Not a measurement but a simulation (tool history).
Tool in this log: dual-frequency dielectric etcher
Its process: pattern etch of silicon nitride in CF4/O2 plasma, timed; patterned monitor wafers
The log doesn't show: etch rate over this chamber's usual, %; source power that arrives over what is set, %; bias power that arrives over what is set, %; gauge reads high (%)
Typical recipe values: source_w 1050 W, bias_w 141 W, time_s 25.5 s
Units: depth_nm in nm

run,hour,source_w,bias_w,time_s,wafers since the last listed run,hours since the last wet clean,hours since the last source power generator calibration,hours since the last bias power generator calibration,hours since the last upper electrode change,hours since the gauge calibration,"read-back reference wafer on the same gauge, depth_nm",depth_nm
1,0,1050,141,25.5,0,359.1,2922.3,4443.8,3831.9,98.8,102,93.6
2,14.2,1050,141,25.5,271,373.3,2936.5,4458,3846.1,113,101.8,93.9
3,21,1050,141,25.5,130,380.1,2943.3,4464.8,3852.9,119.8,101.9,94.3
4,32.3,1050,141,25.5,216,391.4,2954.6,4476.1,3864.2,131.1,102,94.2
5,48.4,1050,166,25.5,308,407.5,2970.7,4492.2,3880.3,147.2,101.9,98.9
6,56.6,1050,166,25.5,157,415.7,2978.9,4500.4,3888.5,155.4,102,98.9
7,68.5,1050,141,25.5,227,427.6,2990.8,4512.3,3900.4,167.3,102,94.6
# hour 130.6: upper electrode replaced
# hour 144.5: wet clean of the chamber
8,145,1050,141,25.5,739,0.5,3067.3,4588.8,14.4,243.8,101.8,91.2
9,145.3,1050,141,25.5,5,0.8,3067.6,4589.1,14.7,244.1,101.9,91.2
10,145.6,1050,141,21.5,5,1.1,3067.9,4589.4,15,244.4,101.9,76.7
# hour 150.2: gauge calibrated
11,158.8,1050,141,21.5,252,14.3,3081.1,4602.6,28.2,8.6,101.9,76.8
12,174.7,1050,141,30.5,304,30.2,3097,4618.5,44.1,24.5,101.9,108.6
# hour 181.4: bias power generator calibrated
13,186.2,1050,141,30.5,143,41.7,3108.5,4.8,55.6,36,101.9,108.8
14,193.9,1050,141,30.5,147,49.4,3116.2,12.5,63.3,43.7,101.9,109.1
15,205.6,1200,167,29,224,61.1,3127.9,24.2,75,55.4,101.8,118.5
16,221,1180,141,25.5,294,76.5,3143.3,39.6,90.4,70.8,102,98.2
17,236.9,1050,176,25.5,304,92.4,3159.2,55.5,106.3,86.7,101.9,98.2
18,243.9,950,152,28.5,134,99.4,3166.2,62.5,113.3,93.7,101.9,98.4

The next listed run, before its measurement:
19,251.2,960,155,18.5,139,106.7,3173.5,69.8,120.6,101,?,?

Run 19 gave read-back reference wafer on the same gauge, depth_nm 102, depth_nm 65.3 nm.
If the tool had no hidden condition, the same run with the same run-to-run variation would have returned depth_nm 64.8 nm.
